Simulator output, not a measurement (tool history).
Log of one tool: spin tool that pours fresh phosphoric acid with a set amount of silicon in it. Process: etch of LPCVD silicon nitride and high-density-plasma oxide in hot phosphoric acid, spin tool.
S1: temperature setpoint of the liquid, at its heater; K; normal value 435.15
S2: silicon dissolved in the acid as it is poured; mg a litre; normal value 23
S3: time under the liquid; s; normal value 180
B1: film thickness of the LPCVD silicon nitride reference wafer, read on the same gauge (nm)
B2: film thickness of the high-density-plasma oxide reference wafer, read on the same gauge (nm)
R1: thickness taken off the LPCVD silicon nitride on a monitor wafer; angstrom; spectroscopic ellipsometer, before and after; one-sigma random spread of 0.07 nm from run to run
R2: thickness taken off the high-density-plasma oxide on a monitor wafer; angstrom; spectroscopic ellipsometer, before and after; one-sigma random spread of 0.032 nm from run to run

run	hour	S1	S2	S3	B1	B2	R1	R2
1	0	435.15	23	180	109.98	70.005	165.2	6.21
2	62.1	435.15	9	260	110	69.992	238.4	12.72
3	89.3	435.15	30.5	180	109.99	69.991	164.2	4.71
4	128.6	437.65	32	105	109.96	70.017	104.3	3.06
5	182.2	435.15	23	230	109.98	70.004	211.1	7.37
# hour 232.7: thermometer replaced
6	249.3	436.15	23	180	110	69.993	168.6	6.63
7	301.2	434.15	9	120	110	69.988	105.7	6.1
8	364.5	435.15	23	290	109.99	70.012	264.3	9.86
9	415.7	435.15	35.5	105	110.01	69.976	94.8	2.11
10	445.9	432.15	9.5	100	109.99	70.018	81.6	3.86
# hour 471.7: dissolved silicon flow meter replaced
11	515	437.15	40	95	110.03	69.977	90.9	1.64
# hour 546.6: heated supply line repaired
12	548.8	437.65	30	240	110.02	69.969	243.2	8.09
13	611.4	435.15	32.5	250	110.02	69.998	232	6.69
14	680	438.15	16.5	115	109.99	70.019	117.7	6.31
15	745.4	435.15	23	180	110.01	70.029	166.3	6.04
16	802.8	438.15	15	90	110.03	70.018	91.6	4.89
17	837.3	435.15	23	215	109.98	70.019	197.7	7.92
18	867	433.65	23	180	109.99	69.997	157.8	5.66
19	930.4	435.15	23	125	109.98	70.005	115.3	4.57
20	984.4	435.15	23	180	110	69.987	164.4	5.59

What the log doesn't show, run by run:
liquid hotter than its thermometer reads (K): 0 on each run
dissolved silicon flow below the setpoint (%): 0 on each run
gauge reads high (%): 0 on each run
H1: temperature lost on the way to the wafer (K)
run	H1
1	0.489
2	0.564
3	0.596
4	0.643
5	0.707
6	0.788
7	0.85
8	0.926
9	0.987
10	1.02
11	1.11
12	0.00667
13	0.0816
14	0.164
15	0.242
16	0.311
17	0.352
18	0.388
19	0.463
20	0.528

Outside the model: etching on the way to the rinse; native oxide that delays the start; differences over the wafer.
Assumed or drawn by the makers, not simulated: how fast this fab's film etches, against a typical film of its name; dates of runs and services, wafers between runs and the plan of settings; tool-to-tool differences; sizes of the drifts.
